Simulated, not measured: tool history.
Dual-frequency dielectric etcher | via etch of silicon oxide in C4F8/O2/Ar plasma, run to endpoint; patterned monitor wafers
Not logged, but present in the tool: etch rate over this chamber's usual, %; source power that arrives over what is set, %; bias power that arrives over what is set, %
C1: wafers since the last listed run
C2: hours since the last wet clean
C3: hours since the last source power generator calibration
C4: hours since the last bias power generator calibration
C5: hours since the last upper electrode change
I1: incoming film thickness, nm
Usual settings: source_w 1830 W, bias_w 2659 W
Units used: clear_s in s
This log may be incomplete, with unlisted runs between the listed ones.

Run 1, hour 0.0: usual settings but source_w 2190 W; C1 0; C2 206.1; C3 3092.4; C4 2192.9; C5 4050.1; I1 977.4. Result: clear_s 170.9 s.
Run 2, hour 13.6: usual settings; C1 104; C2 219.7; C3 3106.0; C4 2206.5; C5 4063.7; I1 983.8. Result: clear_s 183.5 s.
Run 3, hour 42.8: usual settings; C1 223; C2 248.9; C3 3135.2; C4 2235.7; C5 4092.9; I1 991.8. Result: clear_s 185.7 s.
Run 4, hour 78.7: usual settings; C1 274; C2 284.8; C3 3171.1; C4 2271.6; C5 4128.8; I1 999.4. Result: clear_s 184.9 s.
Run 5, hour 91.1: usual settings; C1 94; C2 297.2; C3 3183.5; C4 2284.0; C5 4141.2; I1 992.2. Result: clear_s 184.5 s.
Run 6, hour 120.3: usual settings but bias_w 2214 W; C1 223; C2 326.4; C3 3212.7; C4 2313.2; C5 4170.4; I1 995.5. Result: clear_s 193.3 s.
At hour 161.7: wet clean of the chamber.
Run 7, hour 162.2: usual settings but bias_w 2214 W; C1 137; C2 0.5; C3 3254.6; C4 2355.1; C5 4212.3; I1 995.4. Result: clear_s 212.8 s.
At hour 231.2: bias power generator calibrated.
At hour 249.8: wet clean of the chamber, repeated, since the last time left the tool worse.
At hour 253.4: source power generator calibrated.
At hour 253.9: upper electrode replaced.
Run 8, hour 262.4: usual settings but source_w 1440 W, bias_w 2098 W; C1 562; C2 12.6; C3 9.0; C4 31.2; C5 8.5; I1 998.3. Result: clear_s 223.5 s.
Run 9, hour 274.7: usual settings but source_w 1490 W, bias_w 2345 W; C1 94; C2 24.9; C3 21.3; C4 43.5; C5 20.8; I1 990.5. Result: clear_s 214.5 s.
Run 10, hour 312.1: usual settings but source_w 2210 W, bias_w 2346 W; C1 286; C2 62.3; C3 58.7; C4 80.9; C5 58.2; I1 997.4. Result: clear_s 185.2 s.
Run 11, hour 335.7: usual settings but bias_w 3032 W; C1 180; C2 85.9; C3 82.3; C4 104.5; C5 81.8; I1 981.2. Result: clear_s 182.9 s.
Run 12, hour 352.8: usual settings; C1 130; C2 103.0; C3 99.4; C4 121.6; C5 98.9; I1 990.4. Result: clear_s 189.0 s.
Run 13, hour 369.2: usual settings but source_w 1530 W, bias_w 2839 W; C1 125; C2 119.4; C3 115.8; C4 138.0; C5 115.3; I1 981.2. Result: clear_s 198.9 s.
Run 14, hour 394.0: usual settings but source_w 2090 W; C1 189; C2 144.2; C3 140.6; C4 162.8; C5 140.1; I1 991.8. Result: clear_s 179.8 s.

Here are 4 independent what-if runs from the current tool condition. What would each one return?
Run A, hour 394.5: usual settings but source_w 1690 W; C1 3; C2 144.7; C3 141.1; C4 163.3; C5 140.6; I1 983.9. Result: clear_s ?.
Run B, hour 394.5: usual settings but source_w 1990 W, bias_w 3027 W; C1 3; C2 144.7; C3 141.1; C4 163.3; C5 140.6; I1 983.9. Result: clear_s ?.
Run C, hour 394.5: usual settings but source_w 2020 W, bias_w 2842 W; C1 3; C2 144.7; C3 141.1; C4 163.3; C5 140.6; I1 983.9. Result: clear_s ?.
Run D, hour 394.5: usual settings but source_w 1420 W, bias_w 3140 W; C1 3; C2 144.7; C3 141.1; C4 163.3; C5 140.6; I1 983.9. Result: clear_s ?.

run  clear_s
  A    190.8
  B    172.9
  C    174.5
  D    196.5
Had the tool no hidden state, the same runs would have come out as:
run  clear_s
  A    192.6
  B    174.5
  C    176.2
  D    198.4
